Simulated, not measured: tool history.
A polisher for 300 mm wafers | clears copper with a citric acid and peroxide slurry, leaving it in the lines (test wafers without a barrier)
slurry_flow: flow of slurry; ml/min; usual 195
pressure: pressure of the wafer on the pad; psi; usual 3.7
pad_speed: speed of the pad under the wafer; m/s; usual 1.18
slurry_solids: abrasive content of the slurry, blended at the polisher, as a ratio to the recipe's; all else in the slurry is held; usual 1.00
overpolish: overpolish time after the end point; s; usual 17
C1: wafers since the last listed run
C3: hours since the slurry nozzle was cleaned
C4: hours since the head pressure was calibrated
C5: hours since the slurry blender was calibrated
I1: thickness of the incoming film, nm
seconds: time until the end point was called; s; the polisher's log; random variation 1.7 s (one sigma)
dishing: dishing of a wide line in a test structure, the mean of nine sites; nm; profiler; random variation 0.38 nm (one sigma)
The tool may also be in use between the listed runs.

{"run": 1, "day": 0.0, "slurry_flow": 195, "pressure": 3.7, "pad_speed": 1.18, "slurry_solids": 1.0, "overpolish": 17, "C1": 0, "wafers polished on this pad": 114, "C3": 630.1, "C4": 1031.8, "C5": 135.8, "I1": 493.1, "seconds": 202.9, "dishing": 24.4}
{"run": 2, "day": 2.45, "slurry_flow": 195, "pressure": 3.7, "pad_speed": 1.18, "slurry_solids": 1.0, "overpolish": 17, "C1": 400, "wafers polished on this pad": 514, "C3": 688.9, "C4": 1090.6, "C5": 194.6, "I1": 487.7, "seconds": 196.8, "dishing": 24.3}
{"run": 3, "day": 3.646, "slurry_flow": 195, "pressure": 3.7, "pad_speed": 1.18, "slurry_solids": 1.0, "overpolish": 21, "C1": 195, "wafers polished on this pad": 710, "C3": 717.6, "C4": 1119.3, "C5": 223.3, "I1": 492.3, "seconds": 200.7, "dishing": 27.5}
{"run": 4, "day": 5.904, "slurry_flow": 195, "pressure": 3.7, "pad_speed": 0.96, "slurry_solids": 1.0, "overpolish": 17, "C1": 368, "wafers polished on this pad": 1079, "C3": 771.8, "C4": 1173.5, "C5": 277.5, "I1": 494.0, "seconds": 250.7, "dishing": 21.4}
{"day": 7.217, "done": "head pressure recalibrated"}
{"run": 5, "day": 7.238, "slurry_flow": 195, "pressure": 3.7, "pad_speed": 1.18, "slurry_solids": 1.0, "overpolish": 17, "C1": 204, "wafers polished on this pad": 1283, "C3": 803.8, "C4": 0.5, "C5": 309.5, "I1": 484.5, "seconds": 203.4, "dishing": 24.1}
{"run": 6, "day": 8.333, "slurry_flow": 195, "pressure": 3.7, "pad_speed": 1.18, "slurry_solids": 1.0, "overpolish": 17, "C1": 179, "wafers polished on this pad": 1462, "C3": 830.1, "C4": 26.8, "C5": 335.8, "I1": 487.9, "seconds": 206.9, "dishing": 23.4}
{"run": 7, "day": 10.579, "slurry_flow": 195, "pressure": 3.7, "pad_speed": 1.18, "slurry_solids": 1.0, "overpolish": 17, "C1": 366, "wafers polished on this pad": 1829, "C3": 884.0, "C4": 80.7, "C5": 389.7, "I1": 493.7, "seconds": 210.8, "dishing": 23.7}
{"day": 12.038, "done": "slurry blender recalibrated"}
{"day": 12.246, "done": "slurry nozzle cleaned"}
{"run": 8, "day": 12.312, "slurry_flow": 195, "pressure": 3.7, "pad_speed": 1.18, "slurry_solids": 1.0, "overpolish": 17, "C1": 262, "wafers polished on this pad": 2092, "C3": 1.6, "C4": 122.3, "C5": 6.6, "I1": 492.5, "seconds": 214.8, "dishing": 23.5}
{"run": 9, "day": 14.45, "slurry_flow": 195, "pressure": 3.7, "pad_speed": 0.92, "slurry_solids": 1.0, "overpolish": 17, "C1": 349, "wafers polished on this pad": 2441, "C3": 52.9, "C4": 173.6, "C5": 57.9, "I1": 492.3, "seconds": 274.2, "dishing": 19.3}
{"run": 10, "day": 16.129, "slurry_flow": 195, "pressure": 3.7, "pad_speed": 1.18, "slurry_solids": 1.0, "overpolish": 17, "C1": 274, "wafers polished on this pad": 2715, "C3": 93.2, "C4": 213.9, "C5": 98.2, "I1": 500.7, "seconds": 225.8, "dishing": 22.6}
{"day": 16.667, "done": "worn pad replaced by a new one"}
{"run": 11, "day": 17.858, "slurry_flow": 195, "pressure": 3.7, "pad_speed": 0.82, "slurry_solids": 1.15, "overpolish": 17, "C1": 255, "wafers polished on this pad": 194, "C3": 134.7, "C4": 255.4, "C5": 139.7, "I1": 495.1, "seconds": 282.2, "dishing": 18.7}
{"run": 12, "day": 19.771, "slurry_flow": 230, "pressure": 3.7, "pad_speed": 1.18, "slurry_solids": 0.8, "overpolish": 20, "C1": 312, "wafers polished on this pad": 506, "C3": 180.6, "C4": 301.3, "C5": 185.6, "I1": 489.4, "seconds": 205.8, "dishing": 26.0}
{"run": 13, "day": 20.917, "slurry_flow": 195, "pressure": 3.7, "pad_speed": 1.18, "slurry_solids": 1.0, "overpolish": 20, "C1": 187, "wafers polished on this pad": 694, "C3": 208.1, "C4": 328.8, "C5": 213.1, "I1": 495.2, "seconds": 205.2, "dishing": 26.8}
{"run": 14, "day": 22.721, "slurry_flow": 195, "pressure": 3.7, "pad_speed": 0.92, "slurry_solids": 0.85, "overpolish": 17, "C1": 294, "wafers polished on this pad": 988, "C3": 251.4, "C4": 372.1, "C5": 256.4, "I1": 492.0, "seconds": 272.3, "dishing": 19.4}
{"run": 15, "day": 26.679, "slurry_flow": 150, "pressure": 4.9, "pad_speed": 1.18, "slurry_solids": 1.0, "overpolish": 17, "C1": 646, "wafers polished on this pad": 1635, "C3": 346.4, "C4": 467.1, "C5": 351.4, "I1": 487.5, "seconds": 183.3, "dishing": 26.6}
{"day": 28.358, "done": "slurry blender recalibrated"}
{"run": 16, "day": 28.633, "slurry_flow": 195, "pressure": 3.7, "pad_speed": 1.18, "slurry_solids": 1.0, "overpolish": 17, "C1": 305, "wafers polished on this pad": 1941, "C3": 393.3, "C4": 514.0, "C5": 6.6, "I1": 483.3, "seconds": 209.0, "dishing": 23.8}
{"run": 17, "day": 29.992, "slurry_flow": 195, "pressure": 4.7, "pad_speed": 1.18, "slurry_solids": 1.0, "overpolish": 11, "C1": 221, "wafers polished on this pad": 2163, "C3": 425.9, "C4": 546.6, "C5": 39.2, "I1": 488.2, "seconds": 185.2, "dishing": 19.0}
{"day": 33.112, "done": "worn pad replaced by a new one"}
{"run": 18, "day": 37.471, "slurry_flow": 195, "pressure": 3.7, "pad_speed": 1.5, "slurry_solids": 0.8, "overpolish": 17, "C1": 1194, "wafers polished on this pad": 712, "C3": 605.4, "C4": 726.1, "C5": 218.7, "I1": 487.7, "seconds": 166.0, "dishing": 27.8}
{"run": 19, "day": 40.375, "slurry_flow": 195, "pressure": 3.7, "pad_speed": 1.18, "slurry_solids": 1.0, "overpolish": 26, "C1": 474, "wafers polished on this pad": 1186, "C3": 675.1, "C4": 795.8, "C5": 288.4, "I1": 488.9, "seconds": 201.6, "dishing": 30.0}
{"day": 42.371, "done": "slurry blender recalibrated"}
{"run": 20, "day": 42.688, "slurry_flow": 235, "pressure": 3.7, "pad_speed": 1.46, "slurry_solids": 0.7, "overpolish": 17, "C1": 364, "wafers polished on this pad": 1550, "C3": 730.6, "C4": 851.3, "C5": 7.6, "I1": 488.7, "seconds": 175.2, "dishing": 26.9}
{"day": 44.892, "done": "slurry nozzle cleaned"}
{"run": 21, "day": 44.912, "slurry_flow": 195, "pressure": 3.7, "pad_speed": 1.18, "slurry_solids": 1.0, "overpolish": 17, "C1": 356, "wafers polished on this pad": 1907, "C3": 0.5, "C4": 904.7, "C5": 61.0, "I1": 497.9, "seconds": 215.4, "dishing": 23.5}
{"day": 46.821, "done": "head pressure recalibrated"}
{"day": 47.05, "done": "worn pad replaced by a new one"}
{"run": 22, "day": 47.362, "slurry_flow": 150, "pressure": 3.7, "pad_speed": 1.18, "slurry_solids": 1.0, "overpolish": 17, "C1": 359, "wafers polished on this pad": 50, "C3": 59.3, "C4": 13.0, "C5": 119.8, "I1": 485.5, "seconds": 207.3, "dishing": 23.7}
{"run": 23, "day": 49.275, "slurry_flow": 150, "pressure": 4.9, "pad_speed": 1.18, "slurry_solids": 1.0, "overpolish": 17, "C1": 312, "wafers polished on this pad": 363, "C3": 105.2, "C4": 58.9, "C5": 165.7, "I1": 486.3, "seconds": 175.2, "dishing": 26.4}
{"run": 24, "day": 51.029, "slurry_flow": 195, "pressure": 3.7, "pad_speed": 1.04, "slurry_solids": 1.0, "overpolish": 11, "C1": 286, "wafers polished on this pad": 650, "C3": 147.3, "C4": 101.0, "C5": 207.8, "I1": 491.4, "seconds": 229.1, "dishing": 16.6}
{"run": 25, "day": 53.162, "slurry_flow": 245, "pressure": 2.5, "pad_speed": 0.96, "slurry_solids": 1.25, "overpolish": 17, "C1": 348, "wafers polished on this pad": 998, "C3": 198.5, "C4": 152.2, "C5": 259.0, "I1": 488.6, "seconds": 281.2, "dishing": 18.9}
{"run": 26, "day": 55.55, "slurry_flow": 195, "pressure": 3.7, "pad_speed": 1.18, "slurry_solids": 1.0, "overpolish": 17, "C1": 390, "wafers polished on this pad": 1388, "C3": 255.8, "C4": 209.5, "C5": 316.3, "I1": 486.3, "seconds": 204.9, "dishing": 23.4}
{"day": 56.088, "done": "slurry blender recalibrated"}
{"run": 27, "day": 58.246, "slurry_flow": 140, "pressure": 4.2, "pad_speed": 1.18, "slurry_solids": 0.8, "overpolish": 7, "C1": 426, "wafers polished on this pad": 1815, "C3": 320.5, "C4": 274.2, "C5": 51.8, "I1": 480.6, "seconds": 211.5, "dishing": 11.6}
{"run": 28, "day": 60.962, "slurry_flow": 195, "pressure": 3.7, "pad_speed": 1.18, "slurry_solids": 1.0, "overpolish": 17, "C1": 443, "wafers polished on this pad": 2259, "C3": 385.7, "C4": 339.4, "C5": 117.0, "I1": 491.0, "seconds": 218.7, "dishing": 22.7}
{"day": 61.821, "done": "worn pad replaced by a new one"}
{"run": 29, "day": 63.188, "slurry_flow": 195, "pressure": 3.7, "pad_speed": 0.86, "slurry_solids": 1.0, "overpolish": 17, "C1": 336, "wafers polished on this pad": 223, "C3": 439.1, "C4": 392.8, "C5": 170.4, "I1": 489.7, "seconds": 275.3, "dishing": 19.7}

3 ways to go on from here, each from the tool as it stands after run 29. What would each give?
{"run": "A", "day": 63.208, "slurry_flow": 160, "pressure": 3.7, "pad_speed": 1.18, "slurry_solids": 1.0, "overpolish": 17, "C1": 3, "wafers polished on this pad": 226, "C3": 439.6, "C4": 393.3, "C5": 170.9, "I1": 490.0, "seconds": "?", "dishing": "?"}
{"run": "B", "day": 63.208, "slurry_flow": 195, "pressure": 4.5, "pad_speed": 1.18, "slurry_solids": 1.0, "overpolish": 27, "C1": 3, "wafers polished on this pad": 226, "C3": 439.6, "C4": 393.3, "C5": 170.9, "I1": 490.0, "seconds": "?", "dishing": "?"}
{"run": "C", "day": 63.208, "slurry_flow": 130, "pressure": 4.4, "pad_speed": 1.18, "slurry_solids": 1.0, "overpolish": 11, "C1": 3, "wafers polished on this pad": 226, "C3": 439.6, "C4": 393.3, "C5": 170.9, "I1": 490.0, "seconds": "?", "dishing": "?"}

run=A seconds=203.5 dishing=23.5
run=B seconds=174.7 dishing=33.1
run=C seconds=190.9 dishing=18.2
Without the tool's hidden state the same runs would have given:
run=A seconds=202.9 dishing=23.6
run=B seconds=174.3 dishing=33.2
run=C seconds=190.4 dishing=18.3
